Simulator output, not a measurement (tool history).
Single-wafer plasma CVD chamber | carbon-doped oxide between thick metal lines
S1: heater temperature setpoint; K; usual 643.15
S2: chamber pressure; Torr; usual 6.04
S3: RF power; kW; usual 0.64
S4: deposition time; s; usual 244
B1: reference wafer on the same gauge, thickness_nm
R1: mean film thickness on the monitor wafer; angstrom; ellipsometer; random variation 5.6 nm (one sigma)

Run 1, hour 0: usual settings but S4 268 s; B1 1637.561. Result: R1 15043.01 angstrom.
Run 2, hour 42.8: usual settings but S4 268 s; B1 1640.251. Result: R1 15064.73 angstrom.
Run 3, hour 121.4: usual settings but S3 0.71 kW; B1 1640.791. Result: R1 15124.55 angstrom.
Run 4, hour 176: usual settings but S3 0.71 kW; B1 1639.753. Result: R1 14969.03 angstrom.
Run 5, hour 267: usual settings but S1 653.15 K, S4 232 s; B1 1639.284. Result: R1 12686.91 angstrom.
Run 6, hour 353.1: usual settings but S1 653.15 K, S4 232 s; B1 1640.476. Result: R1 12736.84 angstrom.
Run 7, hour 395.3: usual settings but S1 648.15 K; B1 1640.012. Result: R1 13558.87 angstrom.
Run 8, hour 446.1: usual settings but S4 270 s; B1 1639.483. Result: R1 15217.77 angstrom.
Run 9, hour 488.7: usual settings; B1 1639.467. Result: R1 13666.76 angstrom.
At hour 561.6: RF generator calibrated.
Run 10, hour 577.4: usual settings but S1 636.15 K, S3 0.54 kW; B1 1641.739. Result: R1 11789.08 angstrom.
At hour 631.6: capacitance manometer re-zeroed and calibrated.
Run 11, hour 632.1: usual settings but S1 651.15 K, S2 5.65 Torr, S3 0.52 kW, S4 274 s; B1 1641.319. Result: R1 12360.82 angstrom.
Run 12, hour 721.9: usual settings but S2 6.67 Torr; B1 1643.067. Result: R1 14198.12 angstrom.
Run 13, hour 769.2: usual settings; B1 1639.781. Result: R1 14066.61 angstrom.
Run 14, hour 859.4: usual settings but S1 653.15 K, S2 6.62 Torr, S3 0.54 kW; B1 1642.329. Result: R1 11736.05 angstrom.
At hour 897.4: thermocouple changed; heater temperature recalibrated.
At hour 918.2: gauge calibrated.
Run 15, hour 964.4: usual settings but S1 638.15 K, S3 0.725 kW; B1 1639.084. Result: R1 15801.07 angstrom.
Run 16, hour 1004.2: usual settings but S1 656.15 K, S2 7.49 Torr; B1 1639.975. Result: R1 14010.96 angstrom.
Run 17, hour 1045.3: usual settings but S1 655.15 K, S2 7.1 Torr, S3 0.605 kW; B1 1637.998. Result: R1 13294.04 angstrom.
Run 18, hour 1117.5: usual settings but S1 658.15 K; B1 1640.222. Result: R1 13645.12 angstrom.
Run 19, hour 1208.7: usual settings but S1 657.15 K, S3 0.72 kW, S4 203 s; B1 1640.709. Result: R1 12570.24 angstrom.
At hour 1240.9: showerhead replaced, of another model than before.
At hour 1484.1: RF generator calibrated.
Run 20, hour 1484.6: usual settings; B1 1640.538. Result: R1 13943.28 angstrom.
Run 21, hour 1548.6: usual settings; B1 1642.446. Result: R1 13926.14 angstrom.
Run 22, hour 1645.8: usual settings but S3 0.7 kW; B1 1642.663. Result: R1 14739.01 angstrom.
Run 23, hour 1749.2: usual settings but S3 0.565 kW; B1 1640.938. Result: R1 12804.3 angstrom.
Run 24, hour 1825.1: usual settings but S1 634.15 K, S2 4.93 Torr, S3 0.715 kW, S4 216 s; B1 1642.004. Result: R1 12188.92 angstrom.
Run 25, hour 1997.2: usual settings but S3 0.58 kW, S4 210 s; B1 1640.314. Result: R1 11180.94 angstrom.
Run 26, hour 2073.2: usual settings but S1 655.15 K, S2 4.65 Torr, S3 0.68 kW, S4 266 s; B1 1638.681. Result: R1 13545.29 angstrom.

The next listed run, before its measurement:
Run 27, hour 2175.7: usual settings but S1 655.15 K, S2 7.1 Torr, S3 0.605 kW; B1 ?. Result: R1 ?.

Run 27 gave B1 1641.204, R1 13508.38 angstrom.
Without the tool's hidden state the same run would have given R1 13612.3 angstrom.
